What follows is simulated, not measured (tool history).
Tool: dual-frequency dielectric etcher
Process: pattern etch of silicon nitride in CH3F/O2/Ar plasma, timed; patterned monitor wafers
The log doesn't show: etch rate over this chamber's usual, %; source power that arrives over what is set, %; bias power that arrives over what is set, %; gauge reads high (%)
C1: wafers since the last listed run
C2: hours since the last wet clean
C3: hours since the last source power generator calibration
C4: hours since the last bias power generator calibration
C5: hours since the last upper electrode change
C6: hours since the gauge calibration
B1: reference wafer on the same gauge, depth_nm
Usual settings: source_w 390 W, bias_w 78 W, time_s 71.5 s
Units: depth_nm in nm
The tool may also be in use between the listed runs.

Run 1, hour 0.0: usual settings; C1 0; C2 421.1; C3 4055.1; C4 2403.3; C5 4651.2; C6 83.7; B1 56.0. Result: depth_nm 50.5 nm.
Run 2, hour 8.1: usual settings; C1 68; C2 429.2; C3 4063.2; C4 2411.4; C5 4659.3; C6 91.8; B1 56.0. Result: depth_nm 50.4 nm.
Run 3, hour 22.8: usual settings; C1 123; C2 443.9; C3 4077.9; C4 2426.1; C5 4674.0; C6 106.5; B1 55.9. Result: depth_nm 51.4 nm.
Run 4, hour 36.1: usual settings but source_w 310 W, time_s 66.0 s; C1 112; C2 457.2; C3 4091.2; C4 2439.4; C5 4687.3; C6 119.8; B1 56.0. Result: depth_nm 41.9 nm.
At hour 66.8: wet clean of the chamber.
Run 5, hour 67.3: usual settings but source_w 310 W, time_s 66.0 s; C1 60; C2 0.5; C3 4122.4; C4 2470.6; C5 4718.5; C6 151.0; B1 56.0. Result: depth_nm 40.4 nm.
Run 6, hour 67.7: usual settings but source_w 310 W, time_s 66.0 s; C1 3; C2 0.9; C3 4122.8; C4 2471.0; C5 4718.9; C6 151.4; B1 56.0. Result: depth_nm 40.1 nm.
Run 7, hour 68.0: usual settings but time_s 85.5 s; C1 2; C2 1.2; C3 4123.1; C4 2471.3; C5 4719.2; C6 151.7; B1 56.0. Result: depth_nm 58.8 nm.
Run 8, hour 76.6: usual settings but time_s 85.5 s; C1 72; C2 9.8; C3 4131.7; C4 2479.9; C5 4727.8; C6 160.3; B1 56.0. Result: depth_nm 58.2 nm.
At hour 96.0: bias power generator calibrated.
Run 9, hour 110.4: usual settings; C1 251; C2 43.6; C3 4165.5; C4 14.4; C5 4761.6; C6 194.1; B1 55.9. Result: depth_nm 49.5 nm.
Run 10, hour 132.2: usual settings; C1 183; C2 65.4; C3 4187.3; C4 36.2; C5 4783.4; C6 215.9; B1 56.1. Result: depth_nm 49.2 nm.
Run 11, hour 146.2: usual settings; C1 117; C2 79.4; C3 4201.3; C4 50.2; C5 4797.4; C6 229.9; B1 56.0. Result: depth_nm 49.4 nm.
Run 12, hour 154.0: usual settings; C1 65; C2 87.2; C3 4209.1; C4 58.0; C5 4805.2; C6 237.7; B1 56.1. Result: depth_nm 49.3 nm.
Run 13, hour 160.5: usual settings but source_w 460 W; C1 54; C2 93.7; C3 4215.6; C4 64.5; C5 4811.7; C6 244.2; B1 56.0. Result: depth_nm 53.9 nm.
Run 14, hour 166.9: usual settings; C1 53; C2 100.1; C3 4222.0; C4 70.9; C5 4818.1; C6 250.6; B1 56.1. Result: depth_nm 49.2 nm.
Run 15, hour 180.0: usual settings but source_w 360 W, bias_w 72 W, time_s 61.0 s; C1 110; C2 113.2; C3 4235.1; C4 84.0; C5 4831.2; C6 263.7; B1 56.0. Result: depth_nm 39.0 nm.
At hour 214.7: upper electrode replaced.
Run 16, hour 215.2: usual settings but source_w 460 W, bias_w 92 W, time_s 57.5 s; C1 94; C2 148.4; C3 4270.3; C4 119.2; C5 0.5; C6 298.9; B1 55.9. Result: depth_nm 46.9 nm.
Run 17, hour 215.6: usual settings; C1 3; C2 148.8; C3 4270.7; C4 119.6; C5 0.9; C6 299.3; B1 56.1. Result: depth_nm 50.0 nm.
Run 18, hour 215.9: usual settings but source_w 360 W, bias_w 86 W, time_s 79.0 s; C1 2; C2 149.1; C3 4271.0; C4 119.9; C5 1.2; C6 299.6; B1 56.0. Result: depth_nm 55.4 nm.
Run 19, hour 224.2: usual settings but source_w 470 W, bias_w 85 W, time_s 81.0 s; C1 69; C2 157.4; C3 4279.3; C4 128.2; C5 9.5; C6 307.9; B1 56.0. Result: depth_nm 64.4 nm.
Run 20, hour 241.8: usual settings but source_w 430 W, bias_w 89 W, time_s 65.5 s; C1 148; C2 175.0; C3 4296.9; C4 145.8; C5 27.1; C6 325.5; B1 56.0. Result: depth_nm 51.3 nm.
At hour 256.5: gauge calibrated.
At hour 257.6: source power generator calibrated.
Run 21, hour 258.1: usual settings but bias_w 65 W, time_s 86.5 s; C1 103; C2 191.3; C3 0.5; C4 162.1; C5 43.4; C6 1.6; B1 56.0. Result: depth_nm 55.4 nm.
Run 22, hour 268.6: usual settings; C1 88; C2 201.8; C3 11.0; C4 172.6; C5 53.9; C6 12.1; B1 56.1. Result: depth_nm 50.5 nm.
Run 23, hour 275.3: usual settings but time_s 83.0 s; C1 56; C2 208.5; C3 17.7; C4 179.3; C5 60.6; C6 18.8; B1 56.0. Result: depth_nm 58.2 nm.
Run 24, hour 288.1: usual settings but source_w 440 W, bias_w 73 W, time_s 81.5 s; C1 107; C2 221.3; C3 30.5; C4 192.1; C5 73.4; C6 31.6; B1 56.0. Result: depth_nm 59.0 nm.
Run 25, hour 295.8: usual settings but source_w 460 W, time_s 82.0 s; C1 64; C2 229.0; C3 38.2; C4 199.8; C5 81.1; C6 39.3; B1 55.9. Result: depth_nm 62.7 nm.
Run 26, hour 313.0: usual settings but source_w 470 W, bias_w 59 W, time_s 80.0 s; C1 144; C2 246.2; C3 55.4; C4 217.0; C5 98.3; C6 56.5; B1 55.9. Result: depth_nm 54.5 nm.
Run 27, hour 329.8: usual settings but source_w 460 W, bias_w 63 W, time_s 55.5 s; C1 141; C2 263.0; C3 72.2; C4 233.8; C5 115.1; C6 73.3; B1 56.0. Result: depth_nm 38.7 nm.
Run 28, hour 342.7: usual settings; C1 108; C2 275.9; C3 85.1; C4 246.7; C5 128.0; C6 86.2; B1 55.9. Result: depth_nm 50.7 nm.
Run 29, hour 350.8: usual settings; C1 68; C2 284.0; C3 93.2; C4 254.8; C5 136.1; C6 94.3; B1 56.0. Result: depth_nm 50.8 nm.
Run 30, hour 357.9: usual settings but source_w 420 W, bias_w 72 W, time_s 83.5 s; C1 59; C2 291.1; C3 100.3; C4 261.9; C5 143.2; C6 101.4; B1 56.0. Result: depth_nm 59.5 nm.

What the log doesn't show, run by run:
source power that arrives over what is set, %: 0 in every run
bias power that arrives over what is set, %: 0 in every run
gauge reads high (%): 0 in every run
H1: etch rate over this chamber's usual, %
run     H1
  1   4.72
  2   4.81
  3   4.97
  4   5.13
  5  0.966
  6  0.971
  7  0.974
  8   1.07
  9   1.46
 10    1.7
 11   1.86
 12   1.95
 13   2.03
 14    2.1
 15   2.25
 16   2.65
 17   2.65
 18   2.65
 19   2.75
 20   2.95
 21   3.13
 22   3.25
 23   3.33
 24   3.47
 25   3.56
 26   3.76
 27   3.95
 28   4.09
 29   4.19
 30   4.27
